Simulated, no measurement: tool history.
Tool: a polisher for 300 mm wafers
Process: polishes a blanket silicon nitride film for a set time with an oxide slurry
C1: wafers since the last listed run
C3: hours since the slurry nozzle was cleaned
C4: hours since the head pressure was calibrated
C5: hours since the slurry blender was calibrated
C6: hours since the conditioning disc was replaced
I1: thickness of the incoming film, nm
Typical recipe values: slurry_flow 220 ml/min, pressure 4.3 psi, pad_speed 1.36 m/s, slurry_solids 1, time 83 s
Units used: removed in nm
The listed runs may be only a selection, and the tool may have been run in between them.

run 1 day=0 | slurry_flow=220 pressure=4.3 pad_speed=1.06 slurry_solids=1 time=83 | C1=0 wafers_polished_on_this_pad=611 C3=332.7 C4=798 C5=18.3 C6=48.2 | I1=393 | removed=63.2
-- day=3.008 worn pad replaced by a new one
-- day=3.208 conditioning disc replaced and pad reconditioned
run 2 day=4.321 | slurry_flow=220 pressure=4.3 pad_speed=1.36 slurry_solids=1 time=83 | C1=1294 wafers_polished_on_this_pad=390 C3=436.4 C4=901.7 C5=122 C6=26.7 | I1=386.8 | removed=75.5
run 3 day=5.258 | slurry_flow=220 pressure=4.3 pad_speed=1.36 slurry_solids=1 time=83 | C1=298 wafers_polished_on_this_pad=688 C3=458.9 C4=924.2 C5=144.5 C6=49.2 | I1=386.8 | removed=72
run 4 day=6.738 | slurry_flow=220 pressure=5.3 pad_speed=1.36 slurry_solids=1 time=83 | C1=470 wafers_polished_on_this_pad=1159 C3=494.4 C4=959.7 C5=180 C6=84.7 | I1=387.8 | removed=81
-- day=7.938 worn pad replaced by a new one
run 5 day=8.075 | slurry_flow=220 pressure=4.3 pad_speed=1.36 slurry_solids=1 time=83 | C1=372 wafers_polished_on_this_pad=43 C3=526.5 C4=991.8 C5=212.1 C6=116.8 | I1=395.5 | removed=68.7
-- day=8.729 conditioning disc replaced and pad reconditioned
run 6 day=8.75 | slurry_flow=220 pressure=4.3 pad_speed=1.36 slurry_solids=1 time=83 | C1=188 wafers_polished_on_this_pad=231 C3=542.7 C4=1008 C5=228.3 C6=0.5 | I1=393.7 | removed=73.6
-- day=9.933 head pressure recalibrated
run 7 day=9.975 | slurry_flow=220 pressure=4.3 pad_speed=1.36 slurry_solids=1 time=83 | C1=362 wafers_polished_on_this_pad=594 C3=572.1 C4=1 C5=257.7 C6=29.9 | I1=390.2 | removed=72.2
run 8 day=10.9 | slurry_flow=220 pressure=4.3 pad_speed=1.36 slurry_solids=1 time=83 | C1=294 wafers_polished_on_this_pad=888 C3=594.3 C4=23.2 C5=279.9 C6=52.1 | I1=392.5 | removed=69
run 9 day=12.192 | slurry_flow=220 pressure=4.3 pad_speed=1.36 slurry_solids=1 time=83 | C1=410 wafers_polished_on_this_pad=1299 C3=625.3 C4=54.2 C5=310.9 C6=83.1 | I1=386.7 | removed=67.4
-- day=12.792 worn pad replaced by a new one
-- day=13.404 slurry blender recalibrated
run 10 day=13.6 | slurry_flow=290 pressure=5 pad_speed=1.16 slurry_solids=1.15 time=83 | C1=368 wafers_polished_on_this_pad=230 C3=659.1 C4=88 C5=4.7 C6=116.9 | I1=387.2 | removed=76.3
-- day=14.192 conditioning disc replaced and pad reconditioned
run 11 day=14.225 | slurry_flow=195 pressure=4.3 pad_speed=1.36 slurry_solids=1 time=83 | C1=172 wafers_polished_on_this_pad=402 C3=674.1 C4=103 C5=19.7 C6=0.8 | I1=387.6 | removed=75.9
run 12 day=14.796 | slurry_flow=220 pressure=4.3 pad_speed=1.2 slurry_solids=1 time=83 | C1=181 wafers_polished_on_this_pad=583 C3=687.8 C4=116.7 C5=33.4 C6=14.5 | I1=392.5 | removed=69
run 13 day=15.408 | slurry_flow=290 pressure=4.3 pad_speed=0.94 slurry_solids=0.7 time=108 | C1=194 wafers_polished_on_this_pad=778 C3=702.5 C4=131.4 C5=48.1 C6=29.2 | I1=392.4 | removed=63.8
run 14 day=16.254 | slurry_flow=220 pressure=4.3 pad_speed=1.36 slurry_solids=1 time=83 | C1=268 wafers_polished_on_this_pad=1047 C3=722.8 C4=151.7 C5=68.4 C6=49.5 | I1=385.8 | removed=74.4
-- day=16.538 slurry nozzle cleaned
-- day=17.142 worn pad replaced by a new one
run 15 day=18.538 | slurry_flow=220 pressure=4.3 pad_speed=1.36 slurry_solids=1 time=83 | C1=659 wafers_polished_on_this_pad=443 C3=48 C4=206.5 C5=123.2 C6=104.3 | I1=395.7 | removed=71.9
-- day=19.779 conditioning disc replaced and pad reconditioned
run 16 day=19.904 | slurry_flow=220 pressure=5.5 pad_speed=1.1 slurry_solids=1 time=59 | C1=407 wafers_polished_on_this_pad=851 C3=80.8 C4=239.3 C5=156 C6=3 | I1=391.2 | removed=52.7
-- day=21.333 worn pad replaced by a new one
run 17 day=21.379 | slurry_flow=220 pressure=4.3 pad_speed=1.2 slurry_solids=1 time=83 | C1=415 wafers_polished_on_this_pad=15 C3=116.2 C4=274.7 C5=191.4 C6=38.4 | I1=387.2 | removed=65.8
run 18 day=22.521 | slurry_flow=220 pressure=4.3 pad_speed=1.36 slurry_solids=1 time=83 | C1=362 wafers_polished_on_this_pad=378 C3=143.6 C4=302.1 C5=218.8 C6=65.8 | I1=390.9 | removed=69.1
run 19 day=23.229 | slurry_flow=270 pressure=4.3 pad_speed=0.98 slurry_solids=0.8 time=74 | C1=225 wafers_polished_on_this_pad=603 C3=160.6 C4=319.1 C5=235.8 C6=82.8 | I1=389.1 | removed=43.9

4 options for the next run, each taken on its own from the tool as it stands now. Forecast them:
run A day=23.25 | slurry_flow=220 pressure=4.3 pad_speed=1.36 slurry_solids=1 time=83 | C1=6 wafers_polished_on_this_pad=609 C3=161.1 C4=319.6 C5=236.3 C6=83.3 | I1=390.6 | removed=?
run B day=23.25 | slurry_flow=220 pressure=4.3 pad_speed=1.36 slurry_solids=1 time=110 | C1=6 wafers_polished_on_this_pad=609 C3=161.1 C4=319.6 C5=236.3 C6=83.3 | I1=390.6 | removed=?
run C day=23.25 | slurry_flow=220 pressure=4.3 pad_speed=1.84 slurry_solids=1 time=72 | C1=6 wafers_polished_on_this_pad=609 C3=161.1 C4=319.6 C5=236.3 C6=83.3 | I1=390.6 | removed=?
run D day=23.25 | slurry_flow=220 pressure=4.3 pad_speed=1.36 slurry_solids=0.9 time=93 | C1=6 wafers_polished_on_this_pad=609 C3=161.1 C4=319.6 C5=236.3 C6=83.3 | I1=390.6 | removed=?

run=A removed=68.3
run=B removed=90.5
run=C removed=73.8
run=D removed=72.9
With no hidden state in the tool, these same runs would have given:
run=A removed=78.3
run=B removed=103.8
run=C removed=86.5
run=D removed=83.9

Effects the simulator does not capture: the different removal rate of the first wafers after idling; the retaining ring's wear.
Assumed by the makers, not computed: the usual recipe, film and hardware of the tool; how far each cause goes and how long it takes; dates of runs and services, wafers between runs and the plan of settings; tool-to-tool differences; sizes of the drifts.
